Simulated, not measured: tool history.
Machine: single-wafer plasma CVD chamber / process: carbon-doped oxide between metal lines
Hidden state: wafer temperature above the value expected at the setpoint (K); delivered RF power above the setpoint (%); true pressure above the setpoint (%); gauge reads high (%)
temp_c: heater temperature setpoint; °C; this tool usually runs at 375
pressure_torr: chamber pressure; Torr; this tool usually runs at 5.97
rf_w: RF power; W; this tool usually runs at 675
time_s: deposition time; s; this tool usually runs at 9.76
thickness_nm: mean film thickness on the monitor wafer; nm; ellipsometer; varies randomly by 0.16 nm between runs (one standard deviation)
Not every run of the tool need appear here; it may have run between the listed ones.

run   hour  temp_c  pressure_torr  rf_w  time_s  wafers since the last listed run  hours since the last thermocouple change  hours since the last RF generator calibration  hours since the last manometer calibration  hours since the showerhead was replaced  hours since the gauge calibration  read-back reference wafer on the same gauge, thickness_nm  thickness_nm
  1      0     375           5.97   675    9.76                                 0                                    3037.6                                            867                                      1950.3                                   7020.6                              735.1                                                     71.598        60.306
  2   15.8     375           5.97   675    9.76                               444                                    3053.4                                          882.8                                      1966.1                                   7036.4                              750.9                                                     71.645        60.346
  3   28.6     375           5.97   675    9.76                               360                                    3066.2                                          895.6                                      1978.9                                   7049.2                              763.7                                                     71.696        60.226
      39.2  -- capacitance manometer re-zeroed and calibrated
      50.3  -- gauge calibrated
  4   56.4     375           5.97   675    9.76                               557                                      3094                                          923.4                                        17.2                                     7077                                6.1                                                     71.604        60.433
      85.6  -- thermocouple changed; heater temperature recalibrated
  5   86.1     375           5.97   675    9.76                               610                                       0.5                                          953.1                                        46.9                                   7106.7                               35.8                                                     71.674        60.351
  6  130.5     375           5.97   675    9.76                              1249                                      44.9                                          997.5                                        91.3                                   7151.1                               80.2                                                     71.563        60.394
  7  142.8     381           5.97   675    9.76                               346                                      57.2                                         1009.8                                       103.6                                   7163.4                               92.5                                                     71.556        59.925
  8  175.6     381           5.97   675    9.76                               923                                        90                                         1042.6                                       136.4                                   7196.2                              125.3                                                     71.557        59.364
  9  207.7     375           5.97   675    9.04                               903                                     122.1                                         1074.7                                       168.5                                   7228.3                              157.4                                                     71.626        56.123
     243.3  -- RF generator calibrated
 10  243.8     386           7.18   615    7.82                               790                                     158.2                                            0.5                                       204.6                                   7264.4                              193.5                                                     71.666        46.068
 11  257.8     369           6.34   675   10.61                               394                                     172.2                                           14.5                                       218.6                                   7278.4                              207.5                                                     71.545        67.849
 12  280.8     375           6.82   585    9.76                               647                                     195.2                                           37.5                                       241.6                                   7301.4                              230.5                                                     71.575         57.62
 13  302.5     375           5.97   675    9.76                               610                                     216.9                                           59.2                                       263.3                                   7323.1                              252.2                                                     71.587        61.272
 14  320.4     375           5.97   675    9.76                               503                                     234.8                                           77.1                                       281.2                                     7341                              270.1                                                     71.608        60.954
 15  354.4     375           5.97   675    9.76                               956                                     268.8                                          111.1                                       315.2                                     7375                              304.1                                                     71.581        61.106
 16  386.1     375           6.37   675    9.25                               892                                     300.5                                          142.8                                       346.9                                   7406.7                              335.8                                                     71.567        58.292
 17  400.3     375            4.7   715    9.76                               399                                     314.7                                            157                                       361.1                                   7420.9                                350                                                     71.596        61.793
 18  428.9     364           5.97   625    8.99                               804                                     343.3                                          185.6                                       389.7                                   7449.5                              378.6                                                     71.608        55.762
 19  448.1     386           5.97   675    9.04                               540                                     362.5                                          204.8                                       408.9                                   7468.7                              397.8                                                     71.653        55.178
 20  467.6     375           5.97   675    9.76                               548                                       382                                          224.3                                       428.4                                   7488.2                              417.3                                                      71.62        61.077
 21  496.9     368           5.97   675    8.67                               824                                     411.3                                          253.6                                       457.7                                   7517.5                              446.6                                                     71.594        55.257
     510.1  -- showerhead replaced
 22  524.6     360           5.31   600    7.97                               554                                       439                                          281.3                                       485.4                                     14.5                              474.3                                                     71.636        48.701
 23    544     361           5.97   720    9.76                               546                                     458.4                                          300.7                                       504.8                                     33.9                              493.7                                                     71.628        65.372
 24    594     375           6.67   675    9.76                              1407                                     508.4                                          350.7                                       554.8                                     83.9                              543.7                                                     71.604        61.302
 25  621.3     390           5.97   675    8.82                               768                                     535.7                                            378                                       582.1                                    111.2                                571                                                      71.58        53.107
 26  655.1     389           7.34   765    9.76                               951                                     569.5                                          411.8                                       615.9                                      145                              604.8                                                     71.598        63.901
 27  690.4     375           5.97   675    9.76                               993                                     604.8                                          447.1                                       651.2                                    180.3                              640.1                                                      71.61         60.92
 28  704.1     375           5.97   675    9.76                               385                                     618.5                                          460.8                                       664.9                                      194                              653.8                                                     71.586        60.745
 29  716.6     375           5.97   675    9.76                               351                                       631                                          473.3                                       677.4                                    206.5                              666.3                                                     71.632        60.913
 30  736.8     367           5.97   790    11.3                               568                                     651.2                                          493.5                                       697.6                                    226.7                              686.5                                                     71.591        77.118

What differs in the tool's unlogged condition from the final listed run ahead of each entry between runs to the first listed run following it?
From run 3 to run 4: capacitance manometer re-zeroed and calibrated (hour 39.2); gauge calibrated (hour 50.3)
  delivered RF power above the setpoint (%): -2.33 -> -2.39
  measured value less the no-hidden-state value, thickness_nm: -0.703 -> -0.723 nm
From run 4 to run 5: thermocouple changed; heater temperature recalibrated (hour 85.6)
  delivered RF power above the setpoint (%): -2.39 -> -2.45
  measured value less the no-hidden-state value, thickness_nm: -0.723 -> -0.741 nm
From run 9 to run 10: RF generator calibrated (hour 243.3)
  delivered RF power above the setpoint (%): -2.7 -> -0.213
  measured value less the no-hidden-state value, thickness_nm: -0.762 -> -0.05 nm
From run 21 to run 22: showerhead replaced (hour 510.1)
  delivered RF power above the setpoint (%): -0.742 -> -0.8
  measured value less the no-hidden-state value, thickness_nm: -0.203 -> -0.198 nm
